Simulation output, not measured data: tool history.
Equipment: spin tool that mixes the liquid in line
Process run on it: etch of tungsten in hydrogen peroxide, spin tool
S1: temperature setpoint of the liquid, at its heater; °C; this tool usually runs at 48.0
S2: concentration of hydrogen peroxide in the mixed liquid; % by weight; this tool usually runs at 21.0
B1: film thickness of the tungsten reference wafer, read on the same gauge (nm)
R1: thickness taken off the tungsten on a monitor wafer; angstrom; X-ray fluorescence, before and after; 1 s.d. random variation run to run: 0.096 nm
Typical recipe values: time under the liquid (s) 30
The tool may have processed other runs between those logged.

run 1 day=0.000 | S1=48.0 S2=16.5 time_under_the_liquid_(s)=30 | B1=129.99 | R1=187.2
run 2 day=1.633 | S1=48.0 S2=16.5 time_under_the_liquid_(s)=30 | B1=129.99 | R1=187.9
run 3 day=4.288 | S1=48.0 S2=16.5 time_under_the_liquid_(s)=30 | B1=130.05 | R1=188.2
run 4 day=5.908 | S1=48.0 S2=21.0 time_under_the_liquid_(s)=30 | B1=129.99 | R1=211.7
run 5 day=8.629 | S1=48.0 S2=21.0 time_under_the_liquid_(s)=30 | B1=130.02 | R1=211.9
run 6 day=10.475 | S1=48.0 S2=21.0 time_under_the_liquid_(s)=30 | B1=130.03 | R1=210.9
run 7 day=12.162 | S1=48.0 S2=24.0 time_under_the_liquid_(s)=30 | B1=130.01 | R1=226.1
run 8 day=14.429 | S1=48.0 S2=21.0 time_under_the_liquid_(s)=30 | B1=130.02 | R1=210.7
run 9 day=17.275 | S1=48.0 S2=21.0 time_under_the_liquid_(s)=30 | B1=130.03 | R1=208.9
-- day=19.725 thermometer replaced
run 10 day=19.933 | S1=52.5 S2=21.0 time_under_the_liquid_(s)=30 | B1=129.93 | R1=286.9
run 11 day=21.492 | S1=48.0 S2=21.0 time_under_the_liquid_(s)=20 | B1=130.04 | R1=145.7
-- day=23.667 heated supply line repaired
run 12 day=24.321 | S1=48.0 S2=24.5 time_under_the_liquid_(s)=30 | B1=129.99 | R1=235.3
run 13 day=25.812 | S1=50.5 S2=27.0 time_under_the_liquid_(s)=15 | B1=130.01 | R1=143.7
-- day=26.212 peroxide flow meter replaced
run 14 day=28.279 | S1=51.5 S2=25.0 time_under_the_liquid_(s)=45 | B1=129.99 | R1=439.7
run 15 day=29.321 | S1=51.5 S2=14.5 time_under_the_liquid_(s)=50 | B1=130.01 | R1=374.2
-- day=30.417 gauge calibrated
run 16 day=32.008 | S1=44.0 S2=26.5 time_under_the_liquid_(s)=45 | B1=130.02 | R1=285.0
run 17 day=33.362 | S1=48.0 S2=26.0 time_under_the_liquid_(s)=30 | B1=130.00 | R1=242.9
run 18 day=34.471 | S1=48.0 S2=21.0 time_under_the_liquid_(s)=30 | B1=129.98 | R1=216.9
-- day=35.454 new drum of peroxide connected
run 19 day=37.375 | S1=48.0 S2=21.0 time_under_the_liquid_(s)=30 | B1=130.01 | R1=218.0
run 20 day=39.750 | S1=51.0 S2=25.0 time_under_the_liquid_(s)=20 | B1=129.99 | R1=189.5

Run 21 is up next; what results do you expect?
run 21 day=41.983 | S1=52.5 S2=26.0 time_under_the_liquid_(s)=30 | B1=? | R1=?

Logged for run 21: B1 130.01, R1 315.5 angstrom.
With the hidden condition absent and the run-to-run variation left alone, this run would have shown R1 320.3 angstrom.
